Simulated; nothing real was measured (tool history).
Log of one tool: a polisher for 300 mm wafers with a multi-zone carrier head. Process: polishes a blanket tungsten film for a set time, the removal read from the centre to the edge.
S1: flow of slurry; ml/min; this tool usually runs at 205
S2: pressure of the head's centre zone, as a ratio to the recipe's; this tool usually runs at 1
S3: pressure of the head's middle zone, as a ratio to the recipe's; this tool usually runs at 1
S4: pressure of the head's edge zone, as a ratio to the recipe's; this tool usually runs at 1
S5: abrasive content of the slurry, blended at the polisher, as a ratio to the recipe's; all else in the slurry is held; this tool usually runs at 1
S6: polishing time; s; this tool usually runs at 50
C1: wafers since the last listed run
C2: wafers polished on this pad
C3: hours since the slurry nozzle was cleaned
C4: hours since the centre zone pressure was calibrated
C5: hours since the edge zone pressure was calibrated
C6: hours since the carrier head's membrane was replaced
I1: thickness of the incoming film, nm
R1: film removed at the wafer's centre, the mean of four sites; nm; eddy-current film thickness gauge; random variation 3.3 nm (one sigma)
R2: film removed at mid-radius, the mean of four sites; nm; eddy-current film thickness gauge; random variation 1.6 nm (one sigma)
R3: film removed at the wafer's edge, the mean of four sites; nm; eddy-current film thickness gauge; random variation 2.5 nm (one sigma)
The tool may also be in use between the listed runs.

run     day   S1    S2    S3    S4    S5  S6   C1    C2     C3     C4     C5      C6     I1     R1     R2     R3
  1       0  205     1     1     1     1  50    0  2352    0.5  186.1  307.5  1488.5  682.8  256.5  255.6  259.4
  2   1.383  265     1     1     1     1  41  226  2579   33.7  219.3  340.7  1521.7  680.9  219.2  216.5    217
  3   2.717  205     1     1     1     1  50  218  2798   65.7  251.3  372.7  1553.7  681.9    264  255.2  255.8
      3.904  -- worn pad replaced by a new one
  4   4.496  205     1     1     1     1  50  264    96  108.4    294  415.4  1596.4  684.8  255.7  254.5  260.9
  5   6.412  205     1     1     1     1  43  314   411  154.4    340  461.4  1642.4  687.4  220.1  219.9  226.2
      7.017  -- edge zone pressure recalibrated
  6     9.1  205     1  0.94     1     1  58  427   838  218.9  404.5     50  1706.9  694.1  298.2  280.3    298
  7  10.271  205     1     1     1     1  50  192  1030    247  432.6   78.1    1735    680  263.7  254.8  260.9
     10.704  -- centre zone pressure recalibrated
  8  12.096  175     1     1     1     1  50  285  1315  290.8   33.4  121.9  1778.8  693.6  250.5  254.9  254.3
  9  14.179  205     1     1     1     1  50  341  1657  340.8   83.4  171.9  1828.8    681  261.3    257  259.9
      14.85  -- carrier head's membrane replaced by a new one
 10  16.433  245     1     1     1     1  50  335  1993  394.9  137.5    226      38    676  266.8  260.5  267.8
 11  18.721  205     1     1     1     1  50  375  2368  449.8  192.4  280.9    92.9  683.6  263.8  255.7    257
     20.233  -- slurry nozzle cleaned
 12  20.883  205  1.05     1     1  1.25  63  347  2716   15.6  244.3  332.8   144.8  681.7  363.1  343.1  348.5
     22.633  -- worn pad replaced by a new one
 13  23.438  205     1  0.93  1.12     1  50  391   131   76.9  305.6  394.1   206.1  697.2  259.2  238.5  273.5
 14  26.317  205  1.06     1     1     1  50  472   604    146  374.7  463.2   275.2    684  270.2  254.9  259.2
     28.758  -- centre zone pressure recalibrated
     28.858  -- edge zone pressure recalibrated
 15  29.258  205     1  1.11     1   0.9  50  455  1059  216.6     12    9.6   345.8    683  250.7  272.7  255.1
 16  31.929  225  1.04  1.05     1     1  41  438  1497  280.7   76.1   73.7   409.9    700  221.2  220.1  216.2
 17  33.812  205  0.93     1     1     1  50  308  1806  325.9  121.3  118.9   455.1    697  244.6  255.5  259.2
 18  36.233  205     1  0.94     1     1  50  397  2203    384  179.4    177   513.2  702.7  258.7  242.1  259.8
 19  37.238  205     1     1     1     1  50  164  2367  408.1  203.5  201.1   537.3  686.9  262.7    255  257.1
 20  38.412  205     1     1     1     1  50  192  2560  436.3  231.7  229.3   565.5  687.9  259.9  257.4  257.2
     38.733  -- slurry nozzle cleaned
 21  40.125  205     1     1     1     1  50  274  2834   33.4  272.8  270.4   606.6  688.6  256.2  254.5  260.8
       41.7  -- worn pad replaced by a new one
 22  42.375  205     1     1  0.96   0.8  40  341   110   87.4  326.8  324.4   660.6  698.2  198.3  194.4  193.9

Below are 3 alternative next runs, each starting from the tool's condition after run 22. Predict each:
  A  42.392  180   1     1     1     1  50   2  113  87.8  327.2  324.8  661  687.5   ?   ?   ?
  B  42.392  205   1  0.91  0.93     1  50   2  113  87.8  327.2  324.8  661  687.5   ?   ?   ?
  C  42.392  275   1  1.11  0.88  1.15  50   2  113  87.8  327.2  324.8  661  687.5   ?   ?   ?

run     R1     R2     R3
  A  253.1  252.4  252.5
  B  257.3  236.8    247
  C  275.7  298.7  254.1
Stripped of hidden state, with their random variation kept, the same runs would have yielded:
run     R1     R2     R3
  A  253.1  252.4  252.5
  B  257.3  236.8    247
  C  275.7  298.7  254.1

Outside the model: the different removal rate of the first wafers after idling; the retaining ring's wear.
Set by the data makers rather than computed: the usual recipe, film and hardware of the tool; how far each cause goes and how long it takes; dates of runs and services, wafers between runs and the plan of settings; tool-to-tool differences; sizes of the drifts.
